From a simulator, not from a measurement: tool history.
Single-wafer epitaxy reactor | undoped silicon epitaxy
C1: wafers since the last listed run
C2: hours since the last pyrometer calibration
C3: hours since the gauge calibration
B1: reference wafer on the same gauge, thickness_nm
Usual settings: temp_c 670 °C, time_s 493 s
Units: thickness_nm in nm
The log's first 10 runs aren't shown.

{"run": 11, "hour": 627.6, "temp_c": 670, "time_s": 493, "C1": 64, "C2": 1933.3, "C3": 1144.4, "B1": 134.045, "thickness_nm": 127.403}
{"hour": 690.2, "done": "pyrometer calibrated"}
{"run": 12, "hour": 690.7, "temp_c": 665, "time_s": 493, "C1": 144, "C2": 0.5, "C3": 1207.5, "B1": 133.938, "thickness_nm": 139.32}
{"run": 13, "hour": 747.6, "temp_c": 677, "time_s": 493, "C1": 149, "C2": 57.4, "C3": 1264.4, "B1": 134.042, "thickness_nm": 183.685}
{"run": 14, "hour": 773.6, "temp_c": 677, "time_s": 493, "C1": 68, "C2": 83.4, "C3": 1290.4, "B1": 133.982, "thickness_nm": 185.144}
{"run": 15, "hour": 815.1, "temp_c": 677, "time_s": 493, "C1": 108, "C2": 124.9, "C3": 1331.9, "B1": 134.051, "thickness_nm": 185.189}
{"run": 16, "hour": 879.7, "temp_c": 660, "time_s": 422, "C1": 169, "C2": 189.5, "C3": 1396.5, "B1": 134.079, "thickness_nm": 104.656}
{"run": 17, "hour": 904.6, "temp_c": 680, "time_s": 531, "C1": 65, "C2": 214.4, "C3": 1421.4, "B1": 133.99, "thickness_nm": 212.307}
{"hour": 1000.9, "done": "gauge calibrated"}
{"run": 18, "hour": 1051.9, "temp_c": 674, "time_s": 419, "C1": 386, "C2": 361.7, "C3": 51.0, "B1": 134.124, "thickness_nm": 146.963}
{"run": 19, "hour": 1083.9, "temp_c": 670, "time_s": 493, "C1": 83, "C2": 393.7, "C3": 83.0, "B1": 133.942, "thickness_nm": 154.983}
{"hour": 1093.5, "done": "pyrometer calibrated, repeated, since the last time left the tool worse"}
{"run": 20, "hour": 1136.9, "temp_c": 670, "time_s": 493, "C1": 118, "C2": 43.4, "C3": 136.0, "B1": 133.904, "thickness_nm": 136.615}
{"run": 21, "hour": 1200.7, "temp_c": 664, "time_s": 430, "C1": 167, "C2": 107.2, "C3": 199.8, "B1": 134.006, "thickness_nm": 102.975}

The next listed run, before its measurement:
{"run": 22, "hour": 1235.9, "temp_c": 670, "time_s": 493, "C1": 92, "C2": 142.4, "C3": 235.0, "B1": "?", "thickness_nm": "?"}

Run 22 gave B1 133.974, thickness_nm 137.458 nm.
Without the tool's hidden state the same run would have given thickness_nm 137.403 nm.
